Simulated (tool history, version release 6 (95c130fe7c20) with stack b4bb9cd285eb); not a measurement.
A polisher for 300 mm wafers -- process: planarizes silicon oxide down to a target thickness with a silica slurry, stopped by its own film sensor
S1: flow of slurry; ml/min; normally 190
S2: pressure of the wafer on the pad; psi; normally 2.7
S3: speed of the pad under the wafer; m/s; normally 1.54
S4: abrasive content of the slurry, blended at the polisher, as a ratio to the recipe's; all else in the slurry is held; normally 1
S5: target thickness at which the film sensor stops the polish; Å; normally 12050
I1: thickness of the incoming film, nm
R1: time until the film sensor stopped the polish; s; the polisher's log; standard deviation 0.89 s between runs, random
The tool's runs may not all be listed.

| run | hour | S1 | S2 | S3 | S4 | S5 | I1 | R1 |
|---|---|---|---|---|---|---|---|---|
| 1 | 0 | 190 | 2.7 | 1.54 | 1 | 11860 | 1386.5 | 92 |
|  | 8.3 | slurry blender recalibrated |
|  | 42.8 | worn pad replaced by a new one |
| 2 | 43.3 | 190 | 2.7 | 1.54 | 1 | 12050 | 1412.3 | 91.9 |
| 3 | 86.9 | 190 | 2.7 | 1.54 | 1 | 12050 | 1407.2 | 87.4 |
|  | 95.9 | slurry nozzle cleaned |
| 4 | 111.7 | 190 | 2.7 | 1.54 | 1 | 12050 | 1390.9 | 82.2 |
|  | 136 | conditioning disc replaced and pad reconditioned |
| 5 | 162.5 | 190 | 2.7 | 1.54 | 1 | 12050 | 1384.5 | 80.1 |
| 6 | 195.4 | 190 | 2.7 | 1.54 | 1 | 12050 | 1397.1 | 88.7 |
| 7 | 238.8 | 190 | 2.7 | 1.54 | 1 | 12050 | 1383.9 | 80.6 |
|  | 263.6 | slurry blender recalibrated |
| 8 | 309.5 | 190 | 2.7 | 1.54 | 1 | 12050 | 1376.5 | 78.9 |
|  | 314.4 | worn pad replaced by a new one |
| 9 | 373.1 | 190 | 2.7 | 1.54 | 1 | 12050 | 1373.1 | 71.5 |
| 10 | 403.9 | 190 | 2.7 | 1.54 | 0.95 | 12050 | 1372.9 | 74.5 |
|  | 412 | conditioning disc replaced and pad reconditioned |
|  | 446.3 | slurry nozzle cleaned |
| 11 | 482.2 | 190 | 2.7 | 1.54 | 0.95 | 12050 | 1395.7 | 85.2 |
| 12 | 521.3 | 190 | 2.7 | 1.54 | 0.95 | 12050 | 1379.5 | 81.1 |
|  | 539.2 | slurry blender recalibrated |
|  | 550.7 | worn pad replaced by a new one |
|  | 550.7 | head pressure recalibrated |
| 13 | 574 | 150 | 2.3 | 1.8 | 1.15 | 12050 | 1416.4 | 94.3 |
| 14 | 617.9 | 190 | 2.7 | 1.54 | 0.95 | 12050 | 1372.2 | 75.3 |
|  | 625.3 | conditioning disc replaced and pad reconditioned |
| 15 | 685.8 | 190 | 2.7 | 1.54 | 1 | 12050 | 1385.2 | 80.3 |
| 16 | 754.3 | 145 | 2.7 | 1.08 | 1 | 12050 | 1406.4 | 128.4 |
|  | 768.8 | worn pad replaced by a new one |
|  | 792.4 | slurry blender recalibrated |
| 17 | 799.2 | 190 | 2.7 | 2.04 | 0.8 | 12050 | 1403.2 | 73.7 |
| 18 | 865 | 190 | 2.7 | 1.54 | 0.95 | 12050 | 1384.6 | 80.4 |
|  | 872.8 | slurry nozzle cleaned |
|  | 885.2 | conditioning disc replaced and pad reconditioned |
| 19 | 901.4 | 190 | 2.7 | 1.06 | 1.1 | 12050 | 1403.2 | 114.3 |
| 20 | 934.3 | 190 | 2.7 | 1.54 | 1 | 12050 | 1381.3 | 79.5 |
| 21 | 964.6 | 190 | 3 | 1.16 | 0.85 | 12050 | 1365.2 | 86.9 |
|  | 977.8 | worn pad replaced by a new one |
| 22 | 1012.7 | 190 | 2.4 | 1 | 1 | 11840 | 1378.4 | 133 |
|  | 1063.1 | slurry blender recalibrated |
| 23 | 1068.1 | 190 | 3.3 | 1.96 | 1.1 | 12050 | 1359.8 | 44.3 |
| 24 | 1138.3 | 190 | 2.7 | 1.54 | 1 | 12050 | 1362.9 | 70.6 |
|  | 1159 | conditioning disc replaced and pad reconditioned |
| 25 | 1206.2 | 190 | 2.7 | 1.84 | 1.1 | 12050 | 1401.5 | 74.8 |

Predict each of these 4 candidate next runs independently; none follows another, all start after run 25:
| A | 1206.6 | 190 | 2.7 | 1.54 | 1 | 11830 | 1389.6 | ? |
| B | 1206.6 | 140 | 2 | 1.8 | 1 | 12340 | 1389.6 | ? |
| C | 1206.6 | 190 | 2.1 | 1.54 | 1.15 | 12400 | 1389.6 | ? |
| D | 1206.6 | 145 | 2.7 | 1.54 | 0.85 | 11700 | 1389.6 | ? |

| run | R1 |
|---|---|
| A | 94.1 |
| B | 89.2 |
| C | 83.5 |
| D | 111 |
Without the tool's unlogged condition, the same runs would have read:
| run | R1 |
|---|---|
| A | 88.4 |
| B | 83.8 |
| C | 78.5 |
| D | 104.3 |
